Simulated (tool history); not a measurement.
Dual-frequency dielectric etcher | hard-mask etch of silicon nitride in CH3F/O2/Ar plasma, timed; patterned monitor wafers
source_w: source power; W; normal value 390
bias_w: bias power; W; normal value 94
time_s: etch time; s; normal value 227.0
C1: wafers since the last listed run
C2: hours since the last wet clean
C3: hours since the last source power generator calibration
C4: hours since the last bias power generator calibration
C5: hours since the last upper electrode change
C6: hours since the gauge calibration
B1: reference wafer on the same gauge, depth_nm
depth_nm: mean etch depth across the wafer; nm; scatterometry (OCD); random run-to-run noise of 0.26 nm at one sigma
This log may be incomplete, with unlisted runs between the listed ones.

{"run": 1, "hour": 0.0, "source_w": 330, "bias_w": 94, "time_s": 227.0, "C1": 0, "C2": 428.0, "C3": 3321.7, "C4": 2998.5, "C5": 3139.0, "C6": 216.0, "B1": 161.2, "depth_nm": 169.1}
{"run": 2, "hour": 29.2, "source_w": 330, "bias_w": 94, "time_s": 227.0, "C1": 220, "C2": 457.2, "C3": 3350.9, "C4": 3027.7, "C5": 3168.2, "C6": 245.2, "B1": 160.9, "depth_nm": 169.0}
{"run": 3, "hour": 59.7, "source_w": 390, "bias_w": 94, "time_s": 227.0, "C1": 230, "C2": 487.7, "C3": 3381.4, "C4": 3058.2, "C5": 3198.7, "C6": 275.7, "B1": 160.9, "depth_nm": 178.6}
{"run": 4, "hour": 81.5, "source_w": 390, "bias_w": 94, "time_s": 227.0, "C1": 164, "C2": 509.5, "C3": 3403.2, "C4": 3080.0, "C5": 3220.5, "C6": 297.5, "B1": 161.0, "depth_nm": 178.1}
{"run": 5, "hour": 95.5, "source_w": 390, "bias_w": 94, "time_s": 227.0, "C1": 105, "C2": 523.5, "C3": 3417.2, "C4": 3094.0, "C5": 3234.5, "C6": 311.5, "B1": 161.0, "depth_nm": 178.6}
{"hour": 108.5, "done": "gauge calibrated"}
{"hour": 138.3, "done": "upper electrode replaced"}
{"run": 6, "hour": 147.8, "source_w": 390, "bias_w": 94, "time_s": 227.0, "C1": 213, "C2": 575.8, "C3": 3469.5, "C4": 3146.3, "C5": 9.5, "C6": 39.3, "B1": 160.9, "depth_nm": 178.4}
{"hour": 154.2, "done": "source power generator calibrated"}
{"hour": 154.7, "done": "bias power generator calibrated"}
{"run": 7, "hour": 163.8, "source_w": 410, "bias_w": 94, "time_s": 227.0, "C1": 86, "C2": 591.8, "C3": 9.6, "C4": 9.1, "C5": 25.5, "C6": 55.3, "B1": 161.0, "depth_nm": 181.3}
{"run": 8, "hour": 180.4, "source_w": 450, "bias_w": 100, "time_s": 227.0, "C1": 125, "C2": 608.4, "C3": 26.2, "C4": 25.7, "C5": 42.1, "C6": 71.9, "B1": 160.9, "depth_nm": 191.0}
{"hour": 206.4, "done": "wet clean of the chamber"}
{"run": 9, "hour": 206.9, "source_w": 390, "bias_w": 94, "time_s": 286.0, "C1": 18, "C2": 0.5, "C3": 52.7, "C4": 52.2, "C5": 68.6, "C6": 98.4, "B1": 160.9, "depth_nm": 223.2}
{"run": 10, "hour": 224.9, "source_w": 410, "bias_w": 94, "time_s": 227.0, "C1": 135, "C2": 18.5, "C3": 70.7, "C4": 70.2, "C5": 86.6, "C6": 116.4, "B1": 161.0, "depth_nm": 180.0}
{"run": 11, "hour": 250.9, "source_w": 310, "bias_w": 94, "time_s": 274.5, "C1": 196, "C2": 44.5, "C3": 96.7, "C4": 96.2, "C5": 112.6, "C6": 142.4, "B1": 161.0, "depth_nm": 199.6}
{"run": 12, "hour": 286.2, "source_w": 360, "bias_w": 94, "time_s": 181.5, "C1": 266, "C2": 79.8, "C3": 132.0, "C4": 131.5, "C5": 147.9, "C6": 177.7, "B1": 161.0, "depth_nm": 138.2}
{"run": 13, "hour": 307.5, "source_w": 390, "bias_w": 94, "time_s": 227.0, "C1": 160, "C2": 101.1, "C3": 153.3, "C4": 152.8, "C5": 169.2, "C6": 199.0, "B1": 161.0, "depth_nm": 177.6}
{"run": 14, "hour": 342.1, "source_w": 420, "bias_w": 80, "time_s": 166.5, "C1": 261, "C2": 135.7, "C3": 187.9, "C4": 187.4, "C5": 203.8, "C6": 233.6, "B1": 160.8, "depth_nm": 126.7}

What if the next run were any one of these 3? Each begins from the tool's condition after run 14:
{"run": "A", "hour": 342.6, "source_w": 440, "bias_w": 94, "time_s": 227.0, "C1": 3, "C2": 136.2, "C3": 188.4, "C4": 187.9, "C5": 204.3, "C6": 234.1, "B1": "?", "depth_nm": "?"}
{"run": "B", "hour": 342.6, "source_w": 390, "bias_w": 94, "time_s": 177.0, "C1": 3, "C2": 136.2, "C3": 188.4, "C4": 187.9, "C5": 204.3, "C6": 234.1, "B1": "?", "depth_nm": "?"}
{"run": "C", "hour": 342.6, "source_w": 420, "bias_w": 94, "time_s": 248.5, "C1": 3, "C2": 136.2, "C3": 188.4, "C4": 187.9, "C5": 204.3, "C6": 234.1, "B1": "?", "depth_nm": "?"}

run=A B1=161.0 depth_nm=184.1
run=B B1=161.0 depth_nm=138.2
run=C B1=161.0 depth_nm=198.6
Without the tool's unlogged condition, the same runs would have read:
run=A depth_nm=182.8
run=B depth_nm=137.2
run=C depth_nm=197.2
